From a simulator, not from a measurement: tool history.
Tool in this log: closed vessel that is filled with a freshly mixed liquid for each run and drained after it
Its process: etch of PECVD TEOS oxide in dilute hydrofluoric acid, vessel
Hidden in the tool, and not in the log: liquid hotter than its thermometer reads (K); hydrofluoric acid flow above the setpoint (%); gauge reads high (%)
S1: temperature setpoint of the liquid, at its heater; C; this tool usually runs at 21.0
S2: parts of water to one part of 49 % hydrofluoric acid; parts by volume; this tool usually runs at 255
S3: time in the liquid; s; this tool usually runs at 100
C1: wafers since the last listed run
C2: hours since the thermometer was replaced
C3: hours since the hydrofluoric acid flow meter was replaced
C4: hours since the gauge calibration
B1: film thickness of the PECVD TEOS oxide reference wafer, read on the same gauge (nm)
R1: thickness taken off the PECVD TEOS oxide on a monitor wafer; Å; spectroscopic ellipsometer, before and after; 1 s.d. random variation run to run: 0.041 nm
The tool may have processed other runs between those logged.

run   hour    S1   S2   S3    C1      C2      C3     C4      B1     R1
  1    0.0  21.0  255  100     0  2649.1  1113.1  509.3  100.02   54.6
       4.2  -- thermometer replaced
  2   12.7  24.0  255  100  1515     8.5  1125.8  522.0   99.99   63.3
  3   33.9  24.0  255  100  2746    29.7  1147.0  543.2  100.00   62.6
  4   46.1  21.0  255  100  1580    41.9  1159.2  555.4   99.98   56.4
  5   60.2  21.0  255  100  1826    56.0  1173.3  569.5  100.01   56.8
      65.8  -- hydrofluoric acid flow meter replaced
  6   87.3  21.0  255  100  3381    83.1    21.5  596.6  100.01   57.2
  7  100.4  21.0  255  100  1697    96.2    34.6  609.7  100.00   56.8
  8  123.3  25.0  255  100  2967   119.1    57.5  632.6  100.00   65.2
     136.9  -- thermometer replaced, repeated, since the last time left the tool worse
  9  142.7  21.0  255  100  2383     5.8    76.9  652.0  100.02   50.6
     165.0  -- gauge calibrated
 10  165.2  21.0  145   80  2915    28.3    99.4    0.2   99.99   78.8
 11  181.6  23.0  150  130  2124    44.7   115.8   16.6   99.98  134.1
 12  203.7  21.0  255  100  2863    66.8   137.9   38.7   99.99   50.2
 13  231.7  22.5  135  100  3627    94.8   165.9   66.7  100.02  115.4
 14  251.7  21.0  255   60  2591   114.8   185.9   86.7   99.99   30.3
 15  280.7  21.0  255   65  3757   143.8   214.9  115.7   99.98   33.2
 16  311.2  22.5  350   80  3951   174.3   245.4  146.2  100.00   28.3
 17  331.1  26.0  255   50  2578   194.2   265.3  166.1  100.03   30.6
 18  352.3  18.0  300   50  2746   215.4   286.5  187.3  100.00   18.6
 19  369.2  21.0  255   45  2189   232.3   303.4  204.2  100.01   23.2
 20  382.0  22.5  130  150  1658   245.1   316.2  217.0  100.04  183.9
 21  415.0  21.0  255  100  4275   278.1   349.2  250.0  100.01   51.1
 22  443.5  21.0  130  100  3692   306.6   377.7  278.5  100.01  114.2
 23  457.3  22.5  380   45  1787   320.4   391.5  292.3  100.01   14.6
 24  484.9  21.0  255  100  3575   348.0   419.1  319.9  100.03   51.2
 25  498.8  21.0  255  150  1800   361.9   433.0  333.8   99.97   76.1
 26  524.2  17.5  180   65  3290   387.3   458.4  359.2  100.00   44.2
 27  590.1  23.5  255  160  8538   453.2   524.3  425.1  100.04   91.5
 28  613.1  24.0  255  100  2979   476.2   547.3  448.1   99.99   58.0
 29  639.3  22.5  175  100  3394   502.4   573.5  474.3  100.01   85.2
 30  668.6  19.5  140   75  3796   531.7   602.8  503.6  100.00   74.3
 31  681.9  25.5  255  120  1723   545.0   616.1  516.9   99.96   72.0
 32  698.0  21.0  125   55  2085   561.1   632.2  533.0  100.00   66.8

Below, each run's measurement less what the same run would have read without the hidden state. Both values contain the same run-to-run variation, but the gauge's scatter may not be the same in both:
run    R1
  1  +4.0
  2  +6.6
  3  +6.6
  4  +6.2
  5  +6.2
  6  +6.3
  7  +6.3
  8  +6.9
  9  +0.2
 10  +0.5
 11  +0.8
 12  +0.4
 13  +0.9
 14  +0.2
 15  +0.2
 16  +0.2
 17  +0.3
 18  +0.2
 19  +0.3
 20  +2.3
 21  +0.6
 22  +1.7
 23  +0.1
 24  +0.7
 25  +1.1
 26  +0.7
 27  +1.5
 28  +1.0
 29  +1.6
 30  +1.6
 31  +1.4
 32  +1.5
